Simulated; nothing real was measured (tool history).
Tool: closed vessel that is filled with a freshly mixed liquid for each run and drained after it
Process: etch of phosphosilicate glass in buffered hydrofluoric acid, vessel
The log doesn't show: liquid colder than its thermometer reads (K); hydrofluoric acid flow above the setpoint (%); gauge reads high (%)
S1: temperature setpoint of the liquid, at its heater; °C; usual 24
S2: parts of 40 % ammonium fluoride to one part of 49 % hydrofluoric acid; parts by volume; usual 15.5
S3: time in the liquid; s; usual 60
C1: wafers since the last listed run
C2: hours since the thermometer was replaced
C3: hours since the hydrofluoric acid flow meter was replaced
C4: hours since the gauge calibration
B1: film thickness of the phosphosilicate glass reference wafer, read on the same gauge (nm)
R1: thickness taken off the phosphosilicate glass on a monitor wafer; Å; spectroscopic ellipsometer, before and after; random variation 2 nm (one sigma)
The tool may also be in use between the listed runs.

| run | hour | S1 | S2 | S3 | C1 | C2 | C3 | C4 | B1 | R1 |
|---|---|---|---|---|---|---|---|---|---|---|
| 1 | 0 | 27.5 | 15.5 | 60 | 0 | 1474.4 | 1471.4 | 1132.4 | 123.05 | 4387.5 |
| 2 | 23.8 | 24 | 15.5 | 60 | 2829 | 1498.2 | 1495.2 | 1156.2 | 123 | 3640.1 |
| 3 | 38.6 | 24 | 15.5 | 60 | 1759 | 1513 | 1510 | 1171 | 122.97 | 3668.9 |
| 4 | 71.8 | 24 | 15.5 | 80 | 3946 | 1546.2 | 1543.2 | 1204.2 | 122.95 | 4874.9 |
| 5 | 84.5 | 22.5 | 15.5 | 60 | 1509 | 1558.9 | 1555.9 | 1216.9 | 122.96 | 3370.4 |
|  | 85.9 | thermometer replaced |
| 6 | 110 | 22.5 | 15.5 | 60 | 2912 | 24.1 | 1581.4 | 1242.4 | 122.91 | 3378.2 |
| 7 | 125.4 | 22.5 | 15.5 | 60 | 1830 | 39.5 | 1596.8 | 1257.8 | 122.9 | 3363 |
| 8 | 143 | 24 | 15.5 | 60 | 2092 | 57.1 | 1614.4 | 1275.4 | 122.89 | 3659 |
| 9 | 176.7 | 24 | 15.5 | 35 | 4006 | 90.8 | 1648.1 | 1309.1 | 122.89 | 2129.5 |
| 10 | 190.3 | 24 | 15.5 | 60 | 1616 | 104.4 | 1661.7 | 1322.7 | 122.86 | 3674.9 |
| 11 | 216.2 | 26.5 | 19.5 | 60 | 3078 | 130.3 | 1687.6 | 1348.6 | 122.82 | 3351.5 |
| 12 | 243.8 | 24 | 18 | 60 | 3280 | 157.9 | 1715.2 | 1376.2 | 122.81 | 3181.1 |
| 13 | 257.9 | 24 | 15.5 | 80 | 1676 | 172 | 1729.3 | 1390.3 | 122.81 | 4908.5 |
| 14 | 270.1 | 19.5 | 10 | 85 | 1450 | 184.2 | 1741.5 | 1402.5 | 122.77 | 6167.5 |
|  | 287.6 | gauge calibrated |
| 15 | 327 | 24 | 15.5 | 70 | 6764 | 241.1 | 1798.4 | 39.4 | 129.92 | 4500.4 |
| 16 | 360.7 | 24 | 15.5 | 60 | 4006 | 274.8 | 1832.1 | 73.1 | 129.5 | 3862.7 |
| 17 | 389 | 24 | 15.5 | 60 | 3364 | 303.1 | 1860.4 | 101.4 | 129.11 | 3816.2 |
| 18 | 407.5 | 24 | 15.5 | 60 | 2199 | 321.6 | 1878.9 | 119.9 | 128.9 | 3818.6 |
| 19 | 425.8 | 26.5 | 12 | 45 | 2175 | 339.9 | 1897.2 | 138.2 | 128.68 | 4248.7 |
|  | 451.2 | hydrofluoric acid flow meter replaced |
| 20 | 460.8 | 24 | 15.5 | 50 | 4041 | 374.9 | 9.6 | 173.2 | 128.32 | 3175.2 |
| 21 | 475 | 27 | 17.5 | 60 | 1688 | 389.1 | 23.8 | 187.4 | 128.2 | 3999.4 |
| 22 | 499.6 | 22.5 | 15.5 | 95 | 2924 | 413.7 | 48.4 | 212 | 127.95 | 5534.6 |
| 23 | 517.8 | 26 | 15.5 | 30 | 2163 | 431.9 | 66.6 | 230.2 | 127.78 | 2111.6 |
| 24 | 551.6 | 24 | 20 | 35 | 4018 | 465.7 | 100.4 | 264 | 127.49 | 1738.6 |
| 25 | 635.8 | 19.5 | 15.5 | 95 | 10009 | 549.9 | 184.6 | 348.2 | 126.87 | 4642.6 |
| 26 | 649.3 | 20.5 | 15.5 | 60 | 1604 | 563.4 | 198.1 | 361.7 | 126.76 | 3134.2 |
| 27 | 671.7 | 24 | 15.5 | 60 | 2662 | 585.8 | 220.5 | 384.1 | 126.6 | 3770.7 |
| 28 | 702.6 | 24 | 19 | 60 | 3673 | 616.7 | 251.4 | 415 | 126.44 | 3078.1 |
| 29 | 733.2 | 24 | 15.5 | 60 | 3637 | 647.3 | 282 | 445.6 | 126.24 | 3735.1 |
| 30 | 760.8 | 24 | 13.5 | 60 | 3280 | 674.9 | 309.6 | 473.2 | 126.1 | 4283.4 |
| 31 | 774.1 | 24 | 15.5 | 60 | 1581 | 688.2 | 322.9 | 486.5 | 126.05 | 3766.2 |
| 32 | 790.9 | 26 | 13.5 | 75 | 1997 | 705 | 339.7 | 503.3 | 125.96 | 5956.5 |
| 33 | 813.5 | 24 | 15.5 | 60 | 2686 | 727.6 | 362.3 | 525.9 | 125.84 | 3754.7 |

Hidden state or all else? Some run-to-run changes of R1, split into what the settings, what came in and random variation would give without the hidden state, and what is left for the hidden state (with any gauge scatter that isn't in both results):
Run 9 -> 10: S3 35 -> 60. R1 +1545.4 Å: hidden state -90.1, all else +1635.5.
Run 12 -> 13: S2 18 -> 15.5, S3 60 -> 80. R1 +1727.4 Å: hidden state -101.6, all else +1829.
Run 14 -> 15: S1 19.5 -> 24, S2 10 -> 15.5, S3 85 -> 70, gauge calibrated. R1 -1667.1 Å: hidden state +359.3, all else -2026.4.
Run 22 -> 23: S1 22.5 -> 26, S3 95 -> 30. R1 -3423 Å: hidden state +51.8, all else -3474.8.
Run 24 -> 25: S1 24 -> 19.5, S2 20 -> 15.5, S3 35 -> 95. R1 +2904 Å: hidden state -80.9, all else +2984.9.
Run 32 -> 33: S1 26 -> 24, S2 13.5 -> 15.5, S3 75 -> 60. R1 -2201.8 Å: hidden state +67.5, all else -2269.3.
